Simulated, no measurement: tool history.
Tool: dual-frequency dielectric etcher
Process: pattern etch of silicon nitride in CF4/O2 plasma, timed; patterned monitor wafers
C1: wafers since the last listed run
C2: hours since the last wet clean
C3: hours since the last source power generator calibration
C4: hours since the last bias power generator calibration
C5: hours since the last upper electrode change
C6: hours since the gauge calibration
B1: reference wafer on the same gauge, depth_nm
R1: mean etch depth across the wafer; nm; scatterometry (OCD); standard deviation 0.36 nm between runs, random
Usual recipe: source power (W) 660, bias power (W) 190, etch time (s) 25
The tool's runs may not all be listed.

Run 1, hour 0: usual settings but bias power (W) 166; C1 0; C2 153.8; C3 2184.4; C4 4622.1; C5 1555.7; C6 1288.9; B1 54.6. Result: R1 68.2 nm.
Run 2, hour 57: usual settings but bias power (W) 155; C1 737; C2 210.8; C3 2241.4; C4 4679.1; C5 1612.7; C6 1345.9; B1 54.6. Result: R1 66.6 nm.
Run 3, hour 81.5: usual settings but bias power (W) 155; C1 317; C2 235.3; C3 2265.9; C4 4703.6; C5 1637.2; C6 1370.4; B1 54.6. Result: R1 66.7 nm.
Run 4, hour 128.6: usual settings but bias power (W) 155; C1 609; C2 282.4; C3 2313; C4 4750.7; C5 1684.3; C6 1417.5; B1 54.6. Result: R1 66.8 nm.
Run 5, hour 158.1: usual settings; C1 381; C2 311.9; C3 2342.5; C4 4780.2; C5 1713.8; C6 1447; B1 54.6. Result: R1 68.7 nm.
Run 6, hour 220.4: usual settings; C1 806; C2 374.2; C3 2404.8; C4 4842.5; C5 1776.1; C6 1509.3; B1 54.6. Result: R1 68.3 nm.
Run 7, hour 250: usual settings; C1 383; C2 403.8; C3 2434.4; C4 4872.1; C5 1805.7; C6 1538.9; B1 54.6. Result: R1 68.5 nm.
Run 8, hour 292.2: usual settings; C1 546; C2 446; C3 2476.6; C4 4914.3; C5 1847.9; C6 1581.1; B1 54.5. Result: R1 68.4 nm.
Run 9, hour 350.3: usual settings; C1 752; C2 504.1; C3 2534.7; C4 4972.4; C5 1906; C6 1639.2; B1 54.6. Result: R1 68 nm.
Run 10, hour 420.5: usual settings but etch time (s) 20; C1 908; C2 574.3; C3 2604.9; C4 5042.6; C5 1976.2; C6 1709.4; B1 54.6. Result: R1 54.4 nm.
At hour 488.8: wet clean of the chamber.
Run 11, hour 489.3: usual settings but etch time (s) 20; C1 579; C2 0.5; C3 2673.7; C4 5111.4; C5 2045; C6 1778.2; B1 54.6. Result: R1 56.1 nm.
At hour 504.2: source power generator calibrated.
Run 12, hour 538.6: usual settings; C1 586; C2 49.8; C3 34.4; C4 5160.7; C5 2094.3; C6 1827.5; B1 54.6. Result: R1 66.2 nm.
At hour 563.9: gauge calibrated.
At hour 576.2: upper electrode replaced.
At hour 599: bias power generator calibrated.
Run 13, hour 605.9: usual settings; C1 508; C2 117.1; C3 101.7; C4 6.9; C5 29.7; C6 42; B1 54.6. Result: R1 66.1 nm.
Run 14, hour 670.4: usual settings but source power (W) 580; C1 834; C2 181.6; C3 166.2; C4 71.4; C5 94.2; C6 106.5; B1 54.6. Result: R1 57.7 nm.
Run 15, hour 707.6: usual settings but source power (W) 710, bias power (W) 158, etch time (s) 21; C1 481; C2 218.8; C3 203.4; C4 108.6; C5 131.4; C6 143.7; B1 54.5. Result: R1 57.3 nm.
Run 16, hour 738: usual settings but bias power (W) 169, etch time (s) 19.5; C1 393; C2 249.2; C3 233.8; C4 139; C5 161.8; C6 174.1; B1 54.6. Result: R1 50.1 nm.
Run 17, hour 796.5: usual settings but source power (W) 800, bias power (W) 155, etch time (s) 28.5; C1 757; C2 307.7; C3 292.3; C4 197.5; C5 220.3; C6 232.6; B1 54.6. Result: R1 87.2 nm.
Run 18, hour 826.1: usual settings but bias power (W) 156; C1 383; C2 337.3; C3 321.9; C4 227.1; C5 249.9; C6 262.2; B1 54.7. Result: R1 63.2 nm.
Run 19, hour 880.4: usual settings but bias power (W) 229, etch time (s) 32; C1 702; C2 391.6; C3 376.2; C4 281.4; C5 304.2; C6 316.5; B1 54.6. Result: R1 87.4 nm.
Run 20, hour 987.3: usual settings; C1 1383; C2 498.5; C3 483.1; C4 388.3; C5 411.1; C6 423.4; B1 54.6. Result: R1 65.1 nm.
Run 21, hour 1022.6: usual settings but source power (W) 700, bias power (W) 163, etch time (s) 27.5; C1 456; C2 533.8; C3 518.4; C4 423.6; C5 446.4; C6 458.7; B1 54.6. Result: R1 73.6 nm.
At hour 1064.7: wet clean of the chamber.
Run 22, hour 1068.3: usual settings but source power (W) 700, etch time (s) 18.5; C1 280; C2 3.6; C3 564.1; C4 469.3; C5 492.1; C6 504.4; B1 54.5. Result: R1 53.7 nm.
Run 23, hour 1106.4: usual settings but bias power (W) 214; C1 493; C2 41.7; C3 602.2; C4 507.4; C5 530.2; C6 542.5; B1 54.7. Result: R1 70.1 nm.
Run 24, hour 1148: usual settings but source power (W) 620, bias power (W) 164, etch time (s) 28.5; C1 538; C2 83.3; C3 643.8; C4 549; C5 571.8; C6 584.1; B1 54.6. Result: R1 70.4 nm.
Run 25, hour 1219: usual settings but bias power (W) 178, etch time (s) 18; C1 919; C2 154.3; C3 714.8; C4 620; C5 642.8; C6 655.1; B1 54.6. Result: R1 47.9 nm.
Run 26, hour 1290.4: usual settings but etch time (s) 29.5; C1 924; C2 225.7; C3 786.2; C4 691.4; C5 714.2; C6 726.5; B1 54.6. Result: R1 80.1 nm.
Run 27, hour 1359.1: usual settings; C1 889; C2 294.4; C3 854.9; C4 760.1; C5 782.9; C6 795.2; B1 54.6. Result: R1 66.9 nm.
Run 28, hour 1395.1: usual settings but source power (W) 520; C1 466; C2 330.4; C3 890.9; C4 796.1; C5 818.9; C6 831.2; B1 54.6. Result: R1 52.1 nm.
Run 29, hour 1437.3: usual settings but bias power (W) 231; C1 546; C2 372.6; C3 933.1; C4 838.3; C5 861.1; C6 873.4; B1 54.6. Result: R1 69.7 nm.

Here are 5 independent what-if runs from the current tool condition. What would each one return?
Run A, hour 1437.7: usual settings; C1 5; C2 373; C3 933.5; C4 838.7; C5 861.5; C6 873.8; B1 ?. Result: R1 ?.
Run B, hour 1437.7: usual settings but source power (W) 730, bias power (W) 205, etch time (s) 18; C1 5; C2 373; C3 933.5; C4 838.7; C5 861.5; C6 873.8; B1 ?. Result: R1 ?.
Run C, hour 1437.7: usual settings but source power (W) 780, bias power (W) 216, etch time (s) 28.5; C1 5; C2 373; C3 933.5; C4 838.7; C5 861.5; C6 873.8; B1 ?. Result: R1 ?.
Run D, hour 1437.7: usual settings but source power (W) 820, bias power (W) 208, etch time (s) 31.5; C1 5; C2 373; C3 933.5; C4 838.7; C5 861.5; C6 873.8; B1 ?. Result: R1 ?.
Run E, hour 1437.7: usual settings but source power (W) 810, bias power (W) 235; C1 5; C2 373; C3 933.5; C4 838.7; C5 861.5; C6 873.8; B1 ?. Result: R1 ?.

run    B1     R1
  A  54.6   66.7
  B  54.6     54
  C  54.6   92.4
  D  54.6  106.4
  E  54.6   85.8
Without the tool's hidden state the same runs would have given:
run     R1
  A   66.9
  B   54.2
  C   92.8
  D  106.8
  E   86.1
